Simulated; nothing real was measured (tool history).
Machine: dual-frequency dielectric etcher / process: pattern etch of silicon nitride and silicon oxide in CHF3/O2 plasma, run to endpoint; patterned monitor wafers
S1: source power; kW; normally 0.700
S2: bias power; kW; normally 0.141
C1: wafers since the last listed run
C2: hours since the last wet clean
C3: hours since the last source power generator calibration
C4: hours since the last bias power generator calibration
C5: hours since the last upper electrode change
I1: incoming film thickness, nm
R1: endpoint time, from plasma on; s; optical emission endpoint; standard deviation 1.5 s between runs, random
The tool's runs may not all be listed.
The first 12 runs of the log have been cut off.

| run | hour | S1 | S2 | C1 | C2 | C3 | C4 | C5 | I1 | R1 |
|---|---|---|---|---|---|---|---|---|---|---|
| 13 | 140.2 | 0.570 | 0.124 | 67 | 202.0 | 1912.5 | 2785.7 | 5380.8 | 295.3 | 241.6 |
| 14 | 155.1 | 0.570 | 0.124 | 112 | 216.9 | 1927.4 | 2800.6 | 5395.7 | 291.4 | 239.2 |
| 15 | 164.9 | 0.700 | 0.130 | 73 | 226.7 | 1937.2 | 2810.4 | 5405.5 | 295.2 | 218.4 |
| 16 | 178.2 | 0.700 | 0.130 | 100 | 240.0 | 1950.5 | 2823.7 | 5418.8 | 294.8 | 218.6 |
| 17 | 193.8 | 0.700 | 0.141 | 117 | 255.6 | 1966.1 | 2839.3 | 5434.4 | 296.4 | 218.6 |
|  | 231.3 | upper electrode replaced |
| 18 | 231.8 | 0.700 | 0.141 | 105 | 293.6 | 2004.1 | 2877.3 | 0.5 | 292.7 | 211.6 |
| 19 | 232.1 | 0.620 | 0.164 | 2 | 293.9 | 2004.4 | 2877.6 | 0.8 | 293.6 | 219.2 |
| 20 | 232.5 | 0.520 | 0.170 | 3 | 294.3 | 2004.8 | 2878.0 | 1.2 | 292.4 | 227.0 |
| 21 | 240.5 | 0.780 | 0.176 | 60 | 302.3 | 2012.8 | 2886.0 | 9.2 | 291.9 | 196.1 |
|  | 257.4 | source power generator calibrated |
|  | 261.1 | bias power generator calibrated |
| 22 | 261.6 | 0.700 | 0.141 | 101 | 323.4 | 4.2 | 0.5 | 30.3 | 290.0 | 208.4 |
| 23 | 263.2 | 0.860 | 0.141 | 12 | 325.0 | 5.8 | 2.1 | 31.9 | 295.8 | 199.4 |
| 24 | 292.3 | 0.700 | 0.169 | 219 | 354.1 | 34.9 | 31.2 | 61.0 | 293.3 | 208.1 |
| 25 | 307.6 | 0.620 | 0.128 | 115 | 369.4 | 50.2 | 46.5 | 76.3 | 292.4 | 227.3 |
| 26 | 316.5 | 0.530 | 0.151 | 67 | 378.3 | 59.1 | 55.4 | 85.2 | 292.0 | 233.4 |
|  | 340.6 | wet clean of the chamber |
| 27 | 341.1 | 0.700 | 0.150 | 4 | 0.5 | 83.7 | 80.0 | 109.8 | 296.6 | 215.1 |
| 28 | 341.5 | 0.550 | 0.157 | 3 | 0.9 | 84.1 | 80.4 | 110.2 | 292.7 | 228.1 |
| 29 | 344.6 | 0.850 | 0.119 | 23 | 4.0 | 87.2 | 83.5 | 113.3 | 292.1 | 202.5 |
| 30 | 357.5 | 0.700 | 0.154 | 97 | 16.9 | 100.1 | 96.4 | 126.2 | 290.5 | 206.6 |
| 31 | 371.6 | 0.780 | 0.141 | 106 | 31.0 | 114.2 | 110.5 | 140.3 | 289.6 | 203.6 |
| 32 | 386.9 | 0.700 | 0.141 | 115 | 46.3 | 129.5 | 125.8 | 155.6 | 292.3 | 211.4 |
| 33 | 396.6 | 0.810 | 0.176 | 73 | 56.0 | 139.2 | 135.5 | 165.3 | 295.0 | 194.0 |
| 34 | 413.2 | 0.780 | 0.127 | 125 | 72.6 | 155.8 | 152.1 | 181.9 | 293.4 | 210.8 |
| 35 | 461.5 | 0.700 | 0.112 | 363 | 120.9 | 204.1 | 200.4 | 230.2 | 294.9 | 224.7 |
| 36 | 472.2 | 0.700 | 0.141 | 80 | 131.6 | 214.8 | 211.1 | 240.9 | 294.6 | 216.1 |

Each row is a separate what-if for the run after 36, all from the same tool condition, not one after another. Results?
| A | 472.7 | 0.700 | 0.141 | 3 | 132.1 | 215.3 | 211.6 | 241.4 | 295.2 | ? |
| B | 472.7 | 0.820 | 0.161 | 3 | 132.1 | 215.3 | 211.6 | 241.4 | 295.2 | ? |
| C | 472.7 | 0.530 | 0.118 | 3 | 132.1 | 215.3 | 211.6 | 241.4 | 295.2 | ? |

| run | R1 |
|---|---|
| A | 217.0 |
| B | 198.0 |
| C | 251.3 |
Without the tool's unlogged condition, the same runs would have read:
| run | R1 |
|---|---|
| A | 217.0 |
| B | 198.0 |
| C | 251.3 |
